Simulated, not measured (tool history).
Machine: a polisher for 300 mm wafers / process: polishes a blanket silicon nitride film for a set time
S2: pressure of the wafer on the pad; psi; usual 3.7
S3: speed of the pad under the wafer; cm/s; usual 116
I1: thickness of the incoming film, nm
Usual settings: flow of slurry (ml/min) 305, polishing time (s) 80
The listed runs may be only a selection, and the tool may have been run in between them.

Run 1, hour 0.0: usual settings but S3 148 cm/s; I1 783.1. Result: film removed (angstrom) 2217.
Run 2, hour 21.9: usual settings but S3 148 cm/s; I1 770.7. Result: film removed (angstrom) 2210.
Run 3, hour 37.8: usual settings but S3 148 cm/s; I1 780.9. Result: film removed (angstrom) 2197.
Run 4, hour 50.3: usual settings; I1 782.0. Result: film removed (angstrom) 1773.
At hour 56.2: worn pad replaced by a new one.
Run 5, hour 148.6: usual settings; I1 775.1. Result: film removed (angstrom) 1783.
Run 6, hour 178.6: usual settings but flow of slurry (ml/min) 380; I1 780.1. Result: film removed (angstrom) 1812.
Run 7, hour 199.0: usual settings but flow of slurry (ml/min) 380; I1 780.9. Result: film removed (angstrom) 1806.
Run 8, hour 292.6: usual settings but flow of slurry (ml/min) 380; I1 783.7. Result: film removed (angstrom) 1802.
At hour 301.3: worn pad replaced by a new one.
Run 9, hour 308.8: usual settings; I1 778.0. Result: film removed (angstrom) 1750.
Run 10, hour 334.6: usual settings; I1 773.5. Result: film removed (angstrom) 1781.
Run 11, hour 349.2: usual settings; I1 780.0. Result: film removed (angstrom) 1766.
Run 12, hour 371.0: usual settings; I1 775.9. Result: film removed (angstrom) 1802.
At hour 400.0: slurry nozzle cleaned.
Run 13, hour 400.5: usual settings; I1 785.7. Result: film removed (angstrom) 1771.
At hour 412.1: head pressure recalibrated.
Run 14, hour 425.4: usual settings but S2 4.0 psi; I1 792.2. Result: film removed (angstrom) 2041.
Run 15, hour 441.9: usual settings; I1 782.2. Result: film removed (angstrom) 1926.
Run 16, hour 469.2: usual settings; I1 776.6. Result: film removed (angstrom) 1882.
Run 17, hour 499.9: usual settings but flow of slurry (ml/min) 380, S3 84 cm/s; I1 775.9. Result: film removed (angstrom) 1475.
Run 18, hour 516.8: usual settings but flow of slurry (ml/min) 210, S3 104 cm/s; I1 786.9. Result: film removed (angstrom) 1652.
At hour 532.7: worn pad replaced by a new one.
Run 19, hour 535.2: usual settings; I1 781.3. Result: film removed (angstrom) 1861.
Run 20, hour 562.7: usual settings but flow of slurry (ml/min) 405, S2 4.3 psi, S3 144 cm/s, polishing time (s) 105; I1 786.4. Result: film removed (angstrom) 3333.
Run 21, hour 593.7: usual settings but flow of slurry (ml/min) 370, S2 2.5 psi, S3 78 cm/s; I1 784.0. Result: film removed (angstrom) 1005.
Run 22, hour 629.3: usual settings but S2 2.7 psi; I1 775.0. Result: film removed (angstrom) 1431.
Run 23, hour 660.0: usual settings but polishing time (s) 66; I1 778.6. Result: film removed (angstrom) 1520.
Run 24, hour 678.9: usual settings; I1 796.8. Result: film removed (angstrom) 1806.
Run 25, hour 712.2: usual settings; I1 770.7. Result: film removed (angstrom) 1817.
Run 26, hour 741.4: usual settings; I1 791.7. Result: film removed (angstrom) 1795.
Run 27, hour 765.5: usual settings; I1 772.9. Result: film removed (angstrom) 1791.
At hour 780.4: worn pad replaced by a new one.
Run 28, hour 780.9: usual settings but S3 140 cm/s; I1 775.2. Result: film removed (angstrom) 2108.
Run 29, hour 792.0: usual settings but flow of slurry (ml/min) 375, S2 4.1 psi, S3 144 cm/s, polishing time (s) 64; I1 783.8. Result: film removed (angstrom) 1900.
Run 30, hour 822.8: usual settings but S2 2.9 psi, S3 100 cm/s, polishing time (s) 68; I1 782.5. Result: film removed (angstrom) 1105.
Run 31, hour 840.2: usual settings; I1 783.8. Result: film removed (angstrom) 1755.
Run 32, hour 855.5: usual settings but S2 4.6 psi, S3 82 cm/s; I1 769.0. Result: film removed (angstrom) 1625.
Run 33, hour 879.5: usual settings but S2 4.0 psi; I1 783.4. Result: film removed (angstrom) 1892.
Run 34, hour 906.2: usual settings but flow of slurry (ml/min) 355, S3 140 cm/s, polishing time (s) 57; I1 775.2. Result: film removed (angstrom) 1491.
Run 35, hour 941.6: usual settings but S2 3.0 psi, S3 144 cm/s; I1 777.8. Result: film removed (angstrom) 1788.
Run 36, hour 959.1: usual settings but S3 128 cm/s, polishing time (s) 66; I1 782.6. Result: film removed (angstrom) 1587.

Below are 5 alternative next runs, each starting from the tool's condition after run 36. Predict each:
Run A, hour 959.5: usual settings but S3 98 cm/s; I1 774.9. Result: film removed (angstrom) ?.
Run B, hour 959.5: usual settings but polishing time (s) 68; I1 774.9. Result: film removed (angstrom) ?.
Run C, hour 959.5: usual settings but flow of slurry (ml/min) 225, polishing time (s) 67; I1 774.9. Result: film removed (angstrom) ?.
Run D, hour 959.5: usual settings but flow of slurry (ml/min) 270, S2 3.2 psi, S3 140 cm/s, polishing time (s) 99; I1 774.9. Result: film removed (angstrom) ?.
Run E, hour 959.5: usual settings but flow of slurry (ml/min) 240, S3 94 cm/s, polishing time (s) 93; I1 774.9. Result: film removed (angstrom) ?.

run  film removed (angstrom)
  A                     1564
  B                     1521
  C                     1450
  D                     2267
  E                     1715
Stripped of hidden state, with their random variation kept, the same runs would have yielded:
run  film removed (angstrom)
  A                     1724
  B                     1677
  C                     1599
  D                     2498
  E                     1890
